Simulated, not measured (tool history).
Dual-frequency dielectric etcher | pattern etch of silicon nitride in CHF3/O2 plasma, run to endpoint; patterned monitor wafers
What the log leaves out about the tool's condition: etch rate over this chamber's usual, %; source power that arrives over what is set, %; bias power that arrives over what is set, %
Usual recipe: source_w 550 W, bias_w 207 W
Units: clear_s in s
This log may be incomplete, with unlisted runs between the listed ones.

| run | hour | source_w | bias_w | wafers since the last listed run | hours since the last wet clean | hours since the last source power generator calibration | hours since the last bias power generator calibration | hours since the last upper electrode change | incoming incoming film thickness, nm | clear_s |
|---|---|---|---|---|---|---|---|---|---|---|
| 1 | 0 | 550 | 207 | 0 | 438.4 | 3415.5 | 2542.2 | 4424.8 | 69 | 47.5 |
| 2 | 14.7 | 550 | 207 | 254 | 453.1 | 3430.2 | 2556.9 | 4439.5 | 69.1 | 47.8 |
| 3 | 54.3 | 550 | 207 | 684 | 492.7 | 3469.8 | 2596.5 | 4479.1 | 69.2 | 47.6 |
| 4 | 69.2 | 550 | 207 | 257 | 507.6 | 3484.7 | 2611.4 | 4494 | 70.2 | 48.4 |
| 5 | 79.4 | 550 | 207 | 176 | 517.8 | 3494.9 | 2621.6 | 4504.2 | 69.9 | 48.2 |
| 6 | 87.8 | 550 | 207 | 145 | 526.2 | 3503.3 | 2630 | 4512.6 | 69.1 | 47.6 |
| 7 | 101.3 | 550 | 207 | 233 | 539.7 | 3516.8 | 2643.5 | 4526.1 | 69.3 | 47.7 |
| 8 | 111 | 550 | 207 | 167 | 549.4 | 3526.5 | 2653.2 | 4535.8 | 68.7 | 47.4 |
| 9 | 125.6 | 550 | 207 | 252 | 564 | 3541.1 | 2667.8 | 4550.4 | 69.5 | 47.7 |
|  | 160.9 | source power generator calibrated |
|  | 162.1 | upper electrode replaced, of another model than before |
| 10 | 162.6 | 550 | 207 | 548 | 601 | 1.7 | 2704.8 | 0.5 | 69.4 | 47.7 |
| 11 | 162.9 | 550 | 207 | 5 | 601.3 | 2 | 2705.1 | 0.8 | 68.7 | 47.2 |
| 12 | 164.2 | 550 | 207 | 22 | 602.6 | 3.3 | 2706.4 | 2.1 | 69.9 | 48.1 |
| 13 | 171.6 | 670 | 189 | 127 | 610 | 10.7 | 2713.8 | 9.5 | 69.3 | 46.4 |
| 14 | 201.4 | 440 | 245 | 514 | 639.8 | 40.5 | 2743.6 | 39.3 | 68.6 | 46.9 |
| 15 | 208.1 | 610 | 207 | 115 | 646.5 | 47.2 | 2750.3 | 46 | 69.1 | 45.7 |
| 16 | 218.6 | 620 | 241 | 181 | 657 | 57.7 | 2760.8 | 56.5 | 69.2 | 41.1 |
| 17 | 232 | 510 | 237 | 231 | 670.4 | 71.1 | 2774.2 | 69.9 | 69.6 | 45.2 |
|  | 242.3 | bias power generator calibrated |
|  | 259.7 | wet clean of the chamber |
| 18 | 260.2 | 620 | 231 | 116 | 0.5 | 99.3 | 17.9 | 98.1 | 68.9 | 42.7 |
| 19 | 260.6 | 550 | 178 | 6 | 0.9 | 99.7 | 18.3 | 98.5 | 68.9 | 53.3 |
| 20 | 266.3 | 420 | 254 | 98 | 6.6 | 105.4 | 24 | 104.2 | 69.4 | 48.6 |
| 21 | 280 | 550 | 207 | 236 | 20.3 | 119.1 | 37.7 | 117.9 | 68.6 | 48.3 |
| 22 | 321.5 | 510 | 253 | 717 | 61.8 | 160.6 | 79.2 | 159.4 | 68.6 | 44.2 |
| 23 | 327.6 | 490 | 207 | 105 | 67.9 | 166.7 | 85.3 | 165.5 | 68.8 | 50.6 |
| 24 | 333.9 | 550 | 207 | 108 | 74.2 | 173 | 91.6 | 171.8 | 69.1 | 48.1 |

Below are 5 alternative next runs, each starting from the tool's condition after run 24. Predict each:
| A | 334.3 | 550 | 207 | 6 | 74.6 | 173.4 | 92 | 172.2 | 69 | ? |
| B | 334.3 | 610 | 241 | 6 | 74.6 | 173.4 | 92 | 172.2 | 69 | ? |
| C | 334.3 | 460 | 207 | 6 | 74.6 | 173.4 | 92 | 172.2 | 69 | ? |
| D | 334.3 | 670 | 259 | 6 | 74.6 | 173.4 | 92 | 172.2 | 69 | ? |
| E | 334.3 | 650 | 250 | 6 | 74.6 | 173.4 | 92 | 172.2 | 69 | ? |

| run | clear_s |
|---|---|
| A | 48.2 |
| B | 42 |
| C | 52.1 |
| D | 38.8 |
| E | 40.1 |
Had the tool no hidden state, the same runs would have come out as:
| run | clear_s |
|---|---|
| A | 48.6 |
| B | 42.4 |
| C | 52.6 |
| D | 39.1 |
| E | 40.4 |

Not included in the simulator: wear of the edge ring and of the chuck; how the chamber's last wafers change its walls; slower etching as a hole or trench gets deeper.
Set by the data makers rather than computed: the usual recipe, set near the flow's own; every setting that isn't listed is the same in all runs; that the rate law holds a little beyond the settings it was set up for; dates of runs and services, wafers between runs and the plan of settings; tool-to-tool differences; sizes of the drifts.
